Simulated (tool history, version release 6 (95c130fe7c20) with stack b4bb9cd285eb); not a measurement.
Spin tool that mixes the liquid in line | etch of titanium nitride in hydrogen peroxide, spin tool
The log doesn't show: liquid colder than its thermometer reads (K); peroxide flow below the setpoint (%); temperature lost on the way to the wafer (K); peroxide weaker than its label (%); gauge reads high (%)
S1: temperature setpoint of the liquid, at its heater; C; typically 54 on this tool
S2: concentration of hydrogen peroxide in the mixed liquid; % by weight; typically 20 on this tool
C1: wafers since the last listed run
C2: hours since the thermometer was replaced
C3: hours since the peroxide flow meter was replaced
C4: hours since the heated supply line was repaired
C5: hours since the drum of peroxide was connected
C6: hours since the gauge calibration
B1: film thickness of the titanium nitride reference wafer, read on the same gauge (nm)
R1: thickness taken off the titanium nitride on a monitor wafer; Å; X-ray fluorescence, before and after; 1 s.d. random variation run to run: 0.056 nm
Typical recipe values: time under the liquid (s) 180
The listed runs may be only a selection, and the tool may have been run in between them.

Run 1, hour 0: usual settings; C1 0; C2 249.8; C3 794.3; C4 643.9; C5 703.6; C6 1324.8; B1 100.01. Result: R1 110.5 Å.
At hour 26.1: new drum of peroxide connected.
Run 2, hour 53.5: usual settings; C1 439; C2 303.3; C3 847.8; C4 697.4; C5 27.4; C6 1378.3; B1 100.01. Result: R1 112.5 Å.
Run 3, hour 105.1: usual settings; C1 431; C2 354.9; C3 899.4; C4 749; C5 79; C6 1429.9; B1 100.01. Result: R1 111.3 Å.
Run 4, hour 145.1: usual settings; C1 334; C2 394.9; C3 939.4; C4 789; C5 119; C6 1469.9; B1 100. Result: R1 112 Å.
Run 5, hour 188.4: usual settings; C1 362; C2 438.2; C3 982.7; C4 832.3; C5 162.3; C6 1513.2; B1 100.01. Result: R1 110 Å.
Run 6, hour 217.3: usual settings; C1 241; C2 467.1; C3 1011.6; C4 861.2; C5 191.2; C6 1542.1; B1 100.02. Result: R1 110.8 Å.
At hour 222.3: gauge calibrated.
At hour 254.9: thermometer replaced.
Run 7, hour 255.5: usual settings; C1 311; C2 0.6; C3 1049.8; C4 899.4; C5 229.4; C6 33.2; B1 99.98. Result: R1 113.6 Å.
At hour 277.6: peroxide flow meter replaced.
Run 8, hour 313.6: usual settings; C1 477; C2 58.7; C3 36; C4 957.5; C5 287.5; C6 91.3; B1 99.99. Result: R1 113.5 Å.
Run 9, hour 381: usual settings; C1 563; C2 126.1; C3 103.4; C4 1024.9; C5 354.9; C6 158.7; B1 100.01. Result: R1 112.7 Å.
Run 10, hour 424.8: usual settings but S1 62.5 C, time under the liquid (s) 285; C1 366; C2 169.9; C3 147.2; C4 1068.7; C5 398.7; C6 202.5; B1 100. Result: R1 317.5 Å.
Run 11, hour 475: usual settings; C1 420; C2 220.1; C3 197.4; C4 1118.9; C5 448.9; C6 252.7; B1 100. Result: R1 111.4 Å.
Run 12, hour 540.1: usual settings but S1 44 C, time under the liquid (s) 240; C1 544; C2 285.2; C3 262.5; C4 1184; C5 514; C6 317.8; B1 100. Result: R1 71.4 Å.
Run 13, hour 592.5: usual settings but S1 63.5 C; C1 438; C2 337.6; C3 314.9; C4 1236.4; C5 566.4; C6 370.2; B1 100.01. Result: R1 211.4 Å.
At hour 593.8: new drum of peroxide connected.
Run 14, hour 618.3: usual settings but time under the liquid (s) 285; C1 207; C2 363.4; C3 340.7; C4 1262.2; C5 24.5; C6 396; B1 100.01. Result: R1 177.1 Å.
Run 15, hour 681.1: usual settings; C1 525; C2 426.2; C3 403.5; C4 1325; C5 87.3; C6 458.8; B1 100.01. Result: R1 110.8 Å.
Run 16, hour 739.7: usual settings; C1 490; C2 484.8; C3 462.1; C4 1383.6; C5 145.9; C6 517.4; B1 100. Result: R1 109.8 Å.
At hour 766: heated supply line repaired.
At hour 800.4: thermometer replaced.
Run 17, hour 886.8: usual settings; C1 1214; C2 86.4; C3 609.2; C4 120.8; C5 293; C6 664.5; B1 100. Result: R1 113.3 Å.
Run 18, hour 941.8: usual settings but time under the liquid (s) 140; C1 460; C2 141.4; C3 664.2; C4 175.8; C5 348; C6 719.5; B1 100.01. Result: R1 88.2 Å.
Run 19, hour 991.7: usual settings but S1 59.5 C; C1 417; C2 191.3; C3 714.1; C4 225.7; C5 397.9; C6 769.4; B1 99.99. Result: R1 164.9 Å.
Run 20, hour 1041.7: usual settings but S2 18.5 % by weight, time under the liquid (s) 275; C1 418; C2 241.3; C3 764.1; C4 275.7; C5 447.9; C6 819.4; B1 99.99. Result: R1 168.2 Å.
Run 21, hour 1106: usual settings but S1 48 C, S2 23.5 % by weight, time under the liquid (s) 75; C1 538; C2 305.6; C3 828.4; C4 340; C5 512.2; C6 883.7; B1 100. Result: R1 31 Å.
Run 22, hour 1163.5: usual settings but S2 22.5 % by weight; C1 481; C2 363.1; C3 885.9; C4 397.5; C5 569.7; C6 941.2; B1 99.98. Result: R1 112.4 Å.
At hour 1264.5: peroxide flow meter replaced.
Run 23, hour 1295.5: usual settings but time under the liquid (s) 150; C1 1096; C2 495.1; C3 31; C4 529.5; C5 701.7; C6 1073.2; B1 99.98. Result: R1 90.5 Å.
At hour 1334.8: new drum of peroxide connected.
Run 24, hour 1347.7: usual settings; C1 428; C2 547.3; C3 83.2; C4 581.7; C5 12.9; C6 1125.4; B1 99.98. Result: R1 109.9 Å.

What if the next run were any one of these 5? Each begins from the tool's condition after run 24:
Run A, hour 1348.2: usual settings; C1 4; C2 547.8; C3 83.7; C4 582.2; C5 13.4; C6 1125.9; B1 ?. Result: R1 ?.
Run B, hour 1348.2: usual settings but S1 50 C, S2 14.5 % by weight; C1 4; C2 547.8; C3 83.7; C4 582.2; C5 13.4; C6 1125.9; B1 ?. Result: R1 ?.
Run C, hour 1348.2: usual settings but S1 46.5 C, S2 18.5 % by weight, time under the liquid (s) 135; C1 4; C2 547.8; C3 83.7; C4 582.2; C5 13.4; C6 1125.9; B1 ?. Result: R1 ?.
Run D, hour 1348.2: usual settings but S1 44.5 C, S2 24.5 % by weight; C1 4; C2 547.8; C3 83.7; C4 582.2; C5 13.4; C6 1125.9; B1 ?. Result: R1 ?.
Run E, hour 1348.2: usual settings but S1 46.5 C, S2 24 % by weight, time under the liquid (s) 145; C1 4; C2 547.8; C3 83.7; C4 582.2; C5 13.4; C6 1125.9; B1 ?. Result: R1 ?.

run     B1     R1
  A  99.99  109.5
  B  99.99   76.8
  C  99.99   46.9
  D  99.99   57.2
  E  99.99   53.3
Without the tool's unlogged condition, the same runs would have read:
run     R1
  A  115.1
  B   80.8
  C   49.4
  D   60.3
  E   56.1

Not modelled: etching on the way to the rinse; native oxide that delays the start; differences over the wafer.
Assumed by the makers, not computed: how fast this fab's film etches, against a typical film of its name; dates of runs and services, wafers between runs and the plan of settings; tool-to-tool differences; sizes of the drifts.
